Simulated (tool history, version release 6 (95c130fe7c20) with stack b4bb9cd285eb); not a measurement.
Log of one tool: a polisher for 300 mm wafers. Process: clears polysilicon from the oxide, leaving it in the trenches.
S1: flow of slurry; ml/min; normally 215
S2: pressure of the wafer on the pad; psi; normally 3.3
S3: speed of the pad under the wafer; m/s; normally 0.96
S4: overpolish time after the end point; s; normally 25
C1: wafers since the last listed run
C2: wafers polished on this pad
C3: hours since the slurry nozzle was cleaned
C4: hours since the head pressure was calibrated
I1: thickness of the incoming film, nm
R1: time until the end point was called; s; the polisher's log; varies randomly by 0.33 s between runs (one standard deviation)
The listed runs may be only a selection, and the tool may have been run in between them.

{"run": 1, "hour": 0.0, "S1": 215, "S2": 3.6, "S3": 0.96, "S4": 25, "C1": 0, "C2": 1811, "C3": 313.3, "C4": 223.2, "I1": 418.0, "R1": 22.3}
{"run": 2, "hour": 58.0, "S1": 215, "S2": 3.6, "S3": 0.96, "S4": 25, "C1": 626, "C2": 2437, "C3": 371.3, "C4": 281.2, "I1": 422.8, "R1": 22.4}
{"hour": 82.0, "done": "worn pad replaced by a new one"}
{"run": 3, "hour": 253.1, "S1": 215, "S2": 3.6, "S3": 0.96, "S4": 25, "C1": 2064, "C2": 1847, "C3": 566.4, "C4": 476.3, "I1": 427.2, "R1": 24.1}
{"run": 4, "hour": 277.7, "S1": 215, "S2": 2.6, "S3": 0.96, "S4": 25, "C1": 265, "C2": 2113, "C3": 591.0, "C4": 500.9, "I1": 421.0, "R1": 27.5}
{"hour": 287.9, "done": "slurry nozzle cleaned"}
{"run": 5, "hour": 309.0, "S1": 215, "S2": 2.6, "S3": 0.96, "S4": 25, "C1": 327, "C2": 2440, "C3": 21.1, "C4": 532.2, "I1": 425.4, "R1": 27.4}
{"run": 6, "hour": 356.1, "S1": 215, "S2": 2.6, "S3": 0.96, "S4": 25, "C1": 508, "C2": 2949, "C3": 68.2, "C4": 579.3, "I1": 424.3, "R1": 26.5}
{"hour": 378.5, "done": "worn pad replaced by a new one"}
{"run": 7, "hour": 400.3, "S1": 215, "S2": 3.3, "S3": 0.96, "S4": 25, "C1": 434, "C2": 235, "C3": 112.4, "C4": 623.5, "I1": 424.8, "R1": 23.5}
{"run": 8, "hour": 448.2, "S1": 215, "S2": 3.3, "S3": 0.96, "S4": 25, "C1": 517, "C2": 752, "C3": 160.3, "C4": 671.4, "I1": 419.7, "R1": 24.0}
{"run": 9, "hour": 473.3, "S1": 215, "S2": 3.3, "S3": 0.96, "S4": 25, "C1": 271, "C2": 1024, "C3": 185.4, "C4": 696.5, "I1": 415.2, "R1": 24.0}
{"run": 10, "hour": 526.0, "S1": 215, "S2": 2.4, "S3": 0.96, "S4": 25, "C1": 569, "C2": 1593, "C3": 238.1, "C4": 749.2, "I1": 428.8, "R1": 29.3}
{"run": 11, "hour": 594.3, "S1": 215, "S2": 2.4, "S3": 0.96, "S4": 25, "C1": 737, "C2": 2331, "C3": 306.4, "C4": 817.5, "I1": 420.9, "R1": 28.8}
{"hour": 623.4, "done": "worn pad replaced by a new one"}
{"run": 12, "hour": 651.6, "S1": 215, "S2": 3.9, "S3": 0.96, "S4": 25, "C1": 575, "C2": 304, "C3": 363.7, "C4": 874.8, "I1": 421.4, "R1": 21.9}
{"hour": 663.7, "done": "head pressure recalibrated"}
{"run": 13, "hour": 677.7, "S1": 215, "S2": 4.1, "S3": 0.96, "S4": 25, "C1": 260, "C2": 564, "C3": 389.8, "C4": 14.0, "I1": 418.1, "R1": 20.1}
{"run": 14, "hour": 703.6, "S1": 290, "S2": 3.3, "S3": 0.96, "S4": 30, "C1": 279, "C2": 844, "C3": 415.7, "C4": 39.9, "I1": 420.7, "R1": 22.0}
{"run": 15, "hour": 754.3, "S1": 285, "S2": 3.3, "S3": 1.26, "S4": 19, "C1": 547, "C2": 1392, "C3": 466.4, "C4": 90.6, "I1": 413.8, "R1": 17.8}
{"run": 16, "hour": 788.8, "S1": 215, "S2": 2.9, "S3": 0.96, "S4": 25, "C1": 372, "C2": 1764, "C3": 500.9, "C4": 125.1, "I1": 418.3, "R1": 24.8}
{"hour": 842.6, "done": "slurry nozzle cleaned"}
{"run": 17, "hour": 843.6, "S1": 270, "S2": 3.3, "S3": 0.96, "S4": 25, "C1": 581, "C2": 2345, "C3": 1.0, "C4": 179.9, "I1": 420.9, "R1": 21.2}
{"hour": 912.0, "done": "worn pad replaced by a new one"}
{"run": 18, "hour": 915.4, "S1": 215, "S2": 3.3, "S3": 0.96, "S4": 25, "C1": 732, "C2": 36, "C3": 72.8, "C4": 251.7, "I1": 416.7, "R1": 22.1}
{"run": 19, "hour": 990.3, "S1": 215, "S2": 3.3, "S3": 0.96, "S4": 25, "C1": 809, "C2": 845, "C3": 147.7, "C4": 326.6, "I1": 419.5, "R1": 22.6}

Forecast run 20:
{"run": 20, "hour": 1060.9, "S1": 215, "S2": 2.4, "S3": 0.96, "S4": 21, "C1": 762, "C2": 1608, "C3": 218.3, "C4": 397.2, "I1": 424.0, "R1": "?"}

R1: 27.2 s
Minus the tool's unlogged condition, the same run would have read R1 26.5 s.
